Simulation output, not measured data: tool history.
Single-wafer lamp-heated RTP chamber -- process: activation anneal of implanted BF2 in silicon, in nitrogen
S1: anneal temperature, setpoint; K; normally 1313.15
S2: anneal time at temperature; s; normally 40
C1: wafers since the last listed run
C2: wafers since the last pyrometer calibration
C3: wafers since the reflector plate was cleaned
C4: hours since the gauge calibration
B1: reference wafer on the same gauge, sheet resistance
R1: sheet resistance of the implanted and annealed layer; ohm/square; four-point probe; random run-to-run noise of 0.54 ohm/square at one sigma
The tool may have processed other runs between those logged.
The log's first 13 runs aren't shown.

At hour 139.4: gauge calibrated.
Run 14, hour 143.9: usual settings; C1 123; C2 2511; C3 3144; C4 4.5; B1 180.96. Result: R1 219.39 ohm/square.
Run 15, hour 153.3: usual settings; C1 117; C2 2629; C3 3262; C4 13.9; B1 181.00. Result: R1 219.02 ohm/square.
Run 16, hour 163.2: usual settings; C1 123; C2 2752; C3 3385; C4 23.8; B1 180.96. Result: R1 218.55 ohm/square.
At hour 178.8: pyrometer window cleaned and pyrometer calibrated.
Run 17, hour 179.3: usual settings but S2 30 s; C1 101; C2 6; C3 3487; C4 39.9; B1 180.96. Result: R1 221.42 ohm/square.
Run 18, hour 192.3: usual settings but S2 50 s; C1 162; C2 169; C3 3649; C4 52.9; B1 181.04. Result: R1 217.23 ohm/square.
Run 19, hour 207.7: usual settings but S2 22 s; C1 192; C2 362; C3 3842; C4 68.3; B1 180.86. Result: R1 224.60 ohm/square.
Run 20, hour 225.0: usual settings; C1 216; C2 578; C3 4058; C4 85.6; B1 181.02. Result: R1 218.47 ohm/square.
Run 21, hour 236.3: usual settings but S1 1336.15 K, S2 30 s; C1 141; C2 719; C3 4200; C4 96.9; B1 181.12. Result: R1 217.56 ohm/square.
Run 22, hour 251.5: usual settings; C1 190; C2 910; C3 4390; C4 112.1; B1 180.97. Result: R1 217.56 ohm/square.
Run 23, hour 258.3: usual settings but S2 19 s; C1 85; C2 995; C3 4475; C4 118.9; B1 180.93. Result: R1 225.25 ohm/square.
Run 24, hour 272.6: usual settings but S1 1321.15 K; C1 178; C2 1174; C3 4654; C4 133.2; B1 181.07. Result: R1 216.97 ohm/square.
Run 25, hour 280.4: usual settings; C1 97; C2 1271; C3 4752; C4 141.0; B1 181.01. Result: R1 219.02 ohm/square.
Run 26, hour 297.2: usual settings but S1 1339.15 K; C1 210; C2 1481; C3 4962; C4 157.8; B1 180.92. Result: R1 213.19 ohm/square.
Run 27, hour 309.8: usual settings but S1 1288.15 K, S2 50 s; C1 157; C2 1639; C3 5119; C4 170.4; B1 180.94. Result: R1 222.85 ohm/square.
Run 28, hour 316.6: usual settings but S1 1297.15 K; C1 85; C2 1724; C3 5204; C4 177.2; B1 181.20. Result: R1 222.28 ohm/square.
Run 29, hour 334.3: usual settings but S1 1297.15 K, S2 26 s; C1 221; C2 1945; C3 5426; C4 194.9; B1 181.02. Result: R1 228.01 ohm/square.
At hour 356.4: reflector plate cleaned.
Run 30, hour 379.9: usual settings but S1 1336.15 K, S2 48 s; C1 470; C2 2416; C3 294; C4 240.5; B1 181.16. Result: R1 212.83 ohm/square.
At hour 396.4: pyrometer window cleaned and pyrometer calibrated.
Run 31, hour 396.9: usual settings but S1 1292.15 K; C1 112; C2 6; C3 406; C4 257.5; B1 181.00. Result: R1 228.60 ohm/square.
Run 32, hour 398.8: usual settings; C1 23; C2 30; C3 430; C4 259.4; B1 180.97. Result: R1 219.41 ohm/square.

Predict the results of run 33:
Run 33, hour 412.8: usual settings but S1 1296.15 K, S2 54 s; C1 175; C2 205; C3 605; C4 273.4; B1 ?. Result: R1 ?.

B1: 181.04
R1: 221.84 ohm/square
The same run, on a tool lacking any hidden state, would have yielded R1 222.40 ohm/square.
